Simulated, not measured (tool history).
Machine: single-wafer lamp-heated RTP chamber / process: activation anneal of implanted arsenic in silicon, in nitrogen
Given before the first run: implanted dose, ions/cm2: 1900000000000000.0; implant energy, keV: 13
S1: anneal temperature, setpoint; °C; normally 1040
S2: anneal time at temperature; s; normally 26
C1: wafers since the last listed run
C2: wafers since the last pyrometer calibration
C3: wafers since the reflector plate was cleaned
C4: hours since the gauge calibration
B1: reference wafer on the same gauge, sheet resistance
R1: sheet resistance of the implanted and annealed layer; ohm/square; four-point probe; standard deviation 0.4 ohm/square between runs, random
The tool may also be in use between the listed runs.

run 1 hour=0.0 | S1=1040 S2=26 | C1=0 C2=319 C3=319 C4=273.5 | B1=75.18 | R1=83.71
run 2 hour=31.8 | S1=1040 S2=26 | C1=524 C2=843 C3=843 C4=305.3 | B1=75.29 | R1=84.39
run 3 hour=98.7 | S1=1040 S2=26 | C1=1102 C2=1945 C3=1945 C4=372.2 | B1=75.19 | R1=84.25
run 4 hour=125.8 | S1=1047 S2=22 | C1=446 C2=2392 C3=2392 C4=399.3 | B1=75.19 | R1=83.51
run 5 hour=170.6 | S1=1047 S2=22 | C1=738 C2=3130 C3=3130 C4=444.1 | B1=75.25 | R1=84.25
run 6 hour=219.8 | S1=1040 S2=26 | C1=810 C2=3941 C3=3941 C4=493.3 | B1=75.18 | R1=84.28
-- hour=269.0 pyrometer window cleaned and pyrometer calibrated
run 7 hour=269.5 | S1=1040 S2=26 | C1=687 C2=8 C3=4629 C4=543.0 | B1=75.18 | R1=83.89
run 8 hour=313.6 | S1=1040 S2=26 | C1=726 C2=735 C3=5355 C4=587.1 | B1=75.17 | R1=84.34
-- hour=333.7 reflector plate cleaned
run 9 hour=375.1 | S1=1040 S2=26 | C1=881 C2=1617 C3=682 C4=648.6 | B1=75.21 | R1=83.94
-- hour=408.3 gauge calibrated
run 10 hour=442.6 | S1=1040 S2=26 | C1=1112 C2=2729 C3=1795 C4=34.3 | B1=75.15 | R1=85.08
run 11 hour=512.6 | S1=1040 S2=15 | C1=1153 C2=3883 C3=2948 C4=104.3 | B1=75.20 | R1=95.35
-- hour=533.8 pyrometer window cleaned and pyrometer calibrated
run 12 hour=554.4 | S1=1040 S2=26 | C1=557 C2=339 C3=3505 C4=146.1 | B1=75.17 | R1=84.34
run 13 hour=583.8 | S1=1021 S2=18 | C1=484 C2=823 C3=3990 C4=175.5 | B1=75.24 | R1=102.76
run 14 hour=624.1 | S1=1040 S2=26 | C1=664 C2=1487 C3=4654 C4=215.8 | B1=75.23 | R1=84.46
run 15 hour=681.6 | S1=1040 S2=26 | C1=947 C2=2435 C3=5602 C4=273.3 | B1=75.18 | R1=84.39
-- hour=692.7 reflector plate cleaned
run 16 hour=735.3 | S1=1013 S2=21 | C1=753 C2=3188 C3=701 C4=327.0 | B1=75.19 | R1=104.19
run 17 hour=803.0 | S1=1022 S2=32 | C1=1115 C2=4304 C3=1817 C4=394.7 | B1=75.20 | R1=89.71
run 18 hour=832.0 | S1=1055 S2=26 | C1=477 C2=4782 C3=2295 C4=423.7 | B1=75.24 | R1=77.32
-- hour=856.9 pyrometer window cleaned and pyrometer calibrated
run 19 hour=870.3 | S1=1040 S2=26 | C1=499 C2=220 C3=2794 C4=462.0 | B1=75.16 | R1=84.60
run 20 hour=920.9 | S1=1013 S2=35 | C1=833 C2=1054 C3=3628 C4=512.6 | B1=75.17 | R1=92.94
-- hour=969.7 gauge calibrated
run 21 hour=1031.3 | S1=1024 S2=18 | C1=1819 C2=2873 C3=5447 C4=61.6 | B1=75.18 | R1=100.55

Across each entry between runs, compare the hidden state at the last listed run before it with the hidden state at the first listed run after it:
After run 6, before run 7: pyrometer window cleaned and pyrometer calibrated (hour 269.0)
  both runs share identical hidden conditions
After run 8, before run 9: reflector plate cleaned (hour 333.7)
  both runs share identical hidden conditions
After run 9, before run 10: gauge calibrated (hour 408.3)
  both runs share identical hidden conditions
After run 11, before run 12: pyrometer window cleaned and pyrometer calibrated (hour 533.8)
  both runs share identical hidden conditions
After run 15, before run 16: reflector plate cleaned (hour 692.7)
  both runs share identical hidden conditions
After run 18, before run 19: pyrometer window cleaned and pyrometer calibrated (hour 856.9)
  both runs share identical hidden conditions
After run 20, before run 21: gauge calibrated (hour 969.7)
  both runs share identical hidden conditions
